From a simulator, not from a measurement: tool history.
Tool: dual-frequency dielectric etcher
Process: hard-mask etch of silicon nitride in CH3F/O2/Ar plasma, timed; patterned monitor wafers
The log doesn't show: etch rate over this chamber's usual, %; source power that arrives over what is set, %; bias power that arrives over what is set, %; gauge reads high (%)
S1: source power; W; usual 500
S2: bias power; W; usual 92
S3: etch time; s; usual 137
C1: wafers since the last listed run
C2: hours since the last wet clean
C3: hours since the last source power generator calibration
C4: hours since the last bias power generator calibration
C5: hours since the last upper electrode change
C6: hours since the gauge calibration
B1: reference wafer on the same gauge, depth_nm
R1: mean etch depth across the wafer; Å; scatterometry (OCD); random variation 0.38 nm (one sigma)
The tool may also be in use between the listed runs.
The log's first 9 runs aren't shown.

| run | hour | S1 | S2 | S3 | C1 | C2 | C3 | C4 | C5 | C6 | B1 | R1 |
|---|---|---|---|---|---|---|---|---|---|---|---|---|
|  | 732.3 | wet clean of the chamber |
|  | 760.7 | bias power generator calibrated |
| 10 | 793.6 | 500 | 79 | 97 | 308 | 61.3 | 455.2 | 32.9 | 535.2 | 3170.5 | 105 | 733 |
| 11 | 841.8 | 500 | 92 | 137 | 253 | 109.5 | 503.4 | 81.1 | 583.4 | 3218.7 | 105 | 1084 |
| 12 | 929.8 | 570 | 103 | 105 | 462 | 197.5 | 591.4 | 169.1 | 671.4 | 3306.7 | 105 | 901 |
| 13 | 978.2 | 450 | 92 | 150.5 | 254 | 245.9 | 639.8 | 217.5 | 719.8 | 3355.1 | 105.1 | 1172 |
| 14 | 1030.3 | 500 | 92 | 110.5 | 274 | 298 | 691.9 | 269.6 | 771.9 | 3407.2 | 105 | 876 |
| 15 | 1105.8 | 430 | 109 | 118.5 | 397 | 373.5 | 767.4 | 345.1 | 847.4 | 3482.7 | 105 | 972 |
|  | 1131.6 | gauge calibrated |
| 16 | 1197.3 | 500 | 92 | 137 | 481 | 465 | 858.9 | 436.6 | 938.9 | 65.7 | 105.1 | 1088 |
|  | 1275.4 | wet clean of the chamber |
| 17 | 1275.9 | 500 | 114 | 121 | 287 | 0.5 | 937.5 | 515.2 | 1017.5 | 144.3 | 105.1 | 1034 |
| 18 | 1292.2 | 570 | 92 | 137 | 85 | 16.8 | 953.8 | 531.5 | 1033.8 | 160.6 | 105.1 | 1121 |
| 19 | 1377.4 | 500 | 92 | 173.5 | 448 | 102 | 1039 | 616.7 | 1119 | 245.8 | 105 | 1378 |
| 20 | 1447.6 | 560 | 92 | 110 | 369 | 172.2 | 1109.2 | 686.9 | 1189.2 | 316 | 105 | 896 |
| 21 | 1538 | 430 | 83 | 149 | 475 | 262.6 | 1199.6 | 777.3 | 1279.6 | 406.4 | 105 | 1101 |
| 22 | 1621 | 500 | 92 | 137 | 436 | 345.6 | 1282.6 | 860.3 | 1362.6 | 489.4 | 104.9 | 1083 |
| 23 | 1683.9 | 410 | 98 | 117 | 330 | 408.5 | 1345.5 | 923.2 | 1425.5 | 552.3 | 105 | 911 |
| 24 | 1723.6 | 550 | 84 | 113 | 208 | 448.2 | 1385.2 | 962.9 | 1465.2 | 592 | 105 | 888 |
| 25 | 1775.8 | 450 | 72 | 148.5 | 274 | 500.4 | 1437.4 | 1015.1 | 1517.4 | 644.2 | 105 | 1056 |
|  | 1823.5 | wet clean of the chamber |
| 26 | 1839 | 580 | 92 | 137 | 206 | 15.5 | 1500.6 | 1078.3 | 1580.6 | 707.4 | 105.1 | 1128 |

The next listed run, before its measurement:
| 27 | 1901 | 500 | 92 | 137 | 326 | 77.5 | 1562.6 | 1140.3 | 1642.6 | 769.4 | ? | ? |

B1: 105
R1: 1088 Å
Without the tool's hidden state the same run would have given R1 1087 Å.

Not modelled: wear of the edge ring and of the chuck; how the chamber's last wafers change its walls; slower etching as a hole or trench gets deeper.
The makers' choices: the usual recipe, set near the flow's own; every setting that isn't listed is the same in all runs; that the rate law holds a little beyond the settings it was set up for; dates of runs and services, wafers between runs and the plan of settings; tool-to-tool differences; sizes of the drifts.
